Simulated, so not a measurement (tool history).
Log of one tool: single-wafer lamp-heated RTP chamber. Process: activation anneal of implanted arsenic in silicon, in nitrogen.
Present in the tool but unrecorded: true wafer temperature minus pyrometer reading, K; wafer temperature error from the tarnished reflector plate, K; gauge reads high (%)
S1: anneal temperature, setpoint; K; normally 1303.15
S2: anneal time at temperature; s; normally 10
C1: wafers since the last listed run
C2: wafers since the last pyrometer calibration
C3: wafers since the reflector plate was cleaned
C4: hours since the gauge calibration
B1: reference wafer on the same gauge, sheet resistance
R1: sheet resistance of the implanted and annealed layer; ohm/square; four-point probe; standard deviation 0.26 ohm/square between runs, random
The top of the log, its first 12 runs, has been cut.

run	hour	S1	S2	C1	C2	C3	C4	B1	R1
13	563.3	1303.15	10	1082	3052	2275	554.5	187.00	166.09
14	709.0	1303.15	10	2326	5379	4601	700.2	187.05	166.03
15	736.9	1303.15	10	445	5825	5047	728.1	187.09	166.30
16	801.1	1321.15	6	1025	6850	6072	792.3	187.01	167.05
# hour 837.3: pyrometer window cleaned and pyrometer calibrated
17	837.8	1319.15	12	458	8	6531	829.0	187.01	163.59
18	887.8	1280.15	13	798	807	7329	879.0	186.96	167.37
19	940.5	1281.15	14	841	1648	8171	931.7	187.02	166.57
# hour 959.4: reflector plate cleaned
20	1007.3	1281.15	7	938	2587	765	998.5	187.04	169.87
21	1040.9	1303.15	10	536	3124	1301	1032.1	187.04	166.30
22	1077.8	1311.15	10	589	3713	1890	1069.0	187.01	165.54
23	1142.2	1303.15	10	1028	4742	2919	1133.4	186.99	166.20
24	1196.3	1277.15	16	863	5605	3783	1187.5	187.08	166.68
# hour 1234.2: pyrometer window cleaned and pyrometer calibrated
25	1240.5	1292.15	15	578	101	4361	1231.7	187.03	164.88
26	1269.9	1329.15	10	469	570	4830	1261.1	187.05	163.44
27	1296.4	1303.15	10	423	993	5254	1287.6	187.00	166.31
# hour 1348.2: gauge calibrated
28	1354.1	1316.15	4	921	1915	6175	5.9	187.07	168.96
29	1381.7	1317.15	14	440	2356	6616	33.5	186.95	162.39
30	1450.9	1316.15	15	1105	3461	7721	102.7	187.02	162.91
# hour 1491.8: reflector plate cleaned
31	1512.4	1303.15	12	854	4315	328	164.2	186.96	165.67
32	1536.4	1303.15	10	383	4698	711	188.2	187.04	166.07
33	1603.7	1315.15	10	1074	5773	1786	255.5	187.06	165.01
34	1652.9	1282.15	6	785	6559	2572	304.7	187.02	171.09
# hour 1690.4: pyrometer window cleaned and pyrometer calibrated
35	1697.8	1312.15	10	589	118	3161	349.6	186.91	165.21
36	1769.3	1332.15	15	1141	1260	4303	421.1	187.03	160.94
37	1796.0	1303.15	10	426	1686	4729	447.8	186.98	166.20

Predict each of these 3 candidate next runs independently; none follows another, all start after run 37:
A	1796.4	1303.15	8	6	1692	4736	448.2	?	?
B	1796.4	1290.15	7	6	1692	4736	448.2	?	?
C	1796.4	1329.15	14	6	1692	4736	448.2	?	?

run	B1	R1
A	187.02	167.03
B	187.02	169.11
C	187.02	161.45
With the hidden condition removed and each run's random variation left untouched, the same runs would have given:
run	R1
A	167.33
B	169.43
C	161.77
